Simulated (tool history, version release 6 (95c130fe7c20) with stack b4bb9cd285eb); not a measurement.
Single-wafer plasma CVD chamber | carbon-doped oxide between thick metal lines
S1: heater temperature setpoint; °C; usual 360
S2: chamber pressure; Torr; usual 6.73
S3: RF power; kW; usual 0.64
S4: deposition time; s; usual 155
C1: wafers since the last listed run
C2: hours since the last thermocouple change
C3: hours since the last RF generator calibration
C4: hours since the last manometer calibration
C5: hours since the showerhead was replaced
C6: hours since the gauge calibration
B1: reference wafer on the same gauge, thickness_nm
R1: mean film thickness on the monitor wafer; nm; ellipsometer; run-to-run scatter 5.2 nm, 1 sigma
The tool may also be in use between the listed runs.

run     day   S1    S2     S3   S4   C1      C2      C3      C4      C5     C6       B1       R1
  1       0  360  6.73   0.64  155    0  1006.3  1385.8   825.2  2961.3  504.6  857.516  866.477
  2   1.058  360  6.73   0.64  155  237  1031.7  1411.2   850.6  2986.7    530   857.45  871.108
  3   1.938  360  6.73   0.64  155  196  1052.8  1432.3   871.7  3007.8  551.1  858.106  856.277
  4     2.7  360  6.73   0.64  155  170  1071.1  1450.6     890  3026.1  569.4   858.17   858.86
  5   3.508  360  6.73   0.64  148  181  1090.5    1470   909.4  3045.5  588.8  858.952  828.886
      4.783  -- RF generator calibrated
  6   5.267  360  6.73   0.64  148  319  1132.7    11.6   951.6  3087.7    631  858.948   873.11
  7   6.629  357  6.73   0.64  155  305  1165.4    44.3   984.3  3120.4  663.7    857.6   918.52
  8     7.2  360  6.73   0.64  155  127  1179.1      58     998  3134.1  677.4  859.406  916.022
  9   8.192  360  6.73   0.64  155  222  1202.9    81.8  1021.8  3157.9  701.2  857.569  910.582
 10   9.012  360   7.7   0.64  155  183  1222.6   101.5  1041.5  3177.6  720.9  857.957  909.958
 11   9.629  349  7.71  0.565  167  138  1237.4   116.3  1056.3  3192.4  735.7  856.594  931.345
 12  10.588  347  5.75   0.52  155  214  1260.4   139.3  1079.3  3215.4  758.7  858.082  814.619
 13  11.271  360  6.73  0.585  177  153  1276.8   155.7  1095.7  3231.8  775.1  857.689  976.636
     12.225  -- capacitance manometer re-zeroed and calibrated
 14  12.246  370  6.73   0.64  134  143  1300.2   179.1     0.5  3255.2  798.5  857.349  760.462
     12.879  -- thermocouple changed; heater temperature recalibrated
     13.812  -- showerhead replaced
 15  13.833  355  5.52   0.64  142  206    22.9   217.2    38.6     0.5  836.6  857.478  821.938
 16  14.175  360  6.73   0.64  155   76    31.1   225.4    46.8     8.7  844.8  858.466  902.704
 17  15.579  360  6.73   0.64  155  314    64.8   259.1    80.5    42.4  878.5  857.604  907.458
 18  16.817  374  5.81  0.715  132  277    94.5   288.8   110.2    72.1  908.2  857.933  800.619
 19  17.671  345  6.73   0.64  155  191     115   309.3   130.7    92.6  928.7  858.515  933.571
 20  18.471  352  6.73   0.64  155  179   134.2   328.5   149.9   111.8  947.9   858.38  919.023
     21.396  -- gauge calibrated
 21  22.021  352  5.69   0.58  155  795   219.4   413.7   235.1     197     15  857.892  866.546
 22  23.421  352  8.32   0.57  139  313     253   447.3   268.7   230.6   48.6   857.57  780.597
 23  24.404  360  5.57  0.605  146  220   276.6   470.9   292.3   254.2   72.2  858.383  819.194
 24  24.958  372  5.38   0.75  138  124   289.9   484.2   305.6   267.5   85.5  858.027  855.741
 25  25.875  360  6.73   0.64  155  205   311.9   506.2   327.6   289.5  107.5  857.758  905.041
 26  27.279  360  6.73   0.64  155  314   345.6   539.9   361.3   323.2  141.2  857.915  890.579
 27  28.171  360  6.73   0.64  155  199     367   561.3   382.7   344.6  162.6  857.709  900.952
 28  29.604  360  7.95   0.64  155  321   401.4   595.7   417.1     379    197  857.592  911.251
 29  30.517  360  6.73   0.69  155  204   423.3   617.6     439   400.9  218.9  859.126  944.276

Give the tool's hidden conditions for every run:
wafer temperature above the value expected at the setpoint (K): 0 across all the runs
true pressure above the setpoint (%): 0 across all the runs
gauge reads high (%): 0 across all the runs
H1: delivered RF power above the setpoint (%)
run     H1
  1  -8.43
  2  -8.71
  3  -8.95
  4  -9.16
  5  -9.39
  6  -1.06
  7  -1.06
  8  -1.07
  9  -1.08
 10   -1.1
 11  -1.11
 12  -1.13
 13  -1.15
 14  -1.18
 15  -1.24
 16  -1.26
 17  -1.32
 18  -1.39
 19  -1.44
 20  -1.49
 21  -1.74
 22  -1.85
 23  -1.94
 24  -1.99
 25  -2.08
 26  -2.22
 27  -2.31
 28  -2.47
 29  -2.58
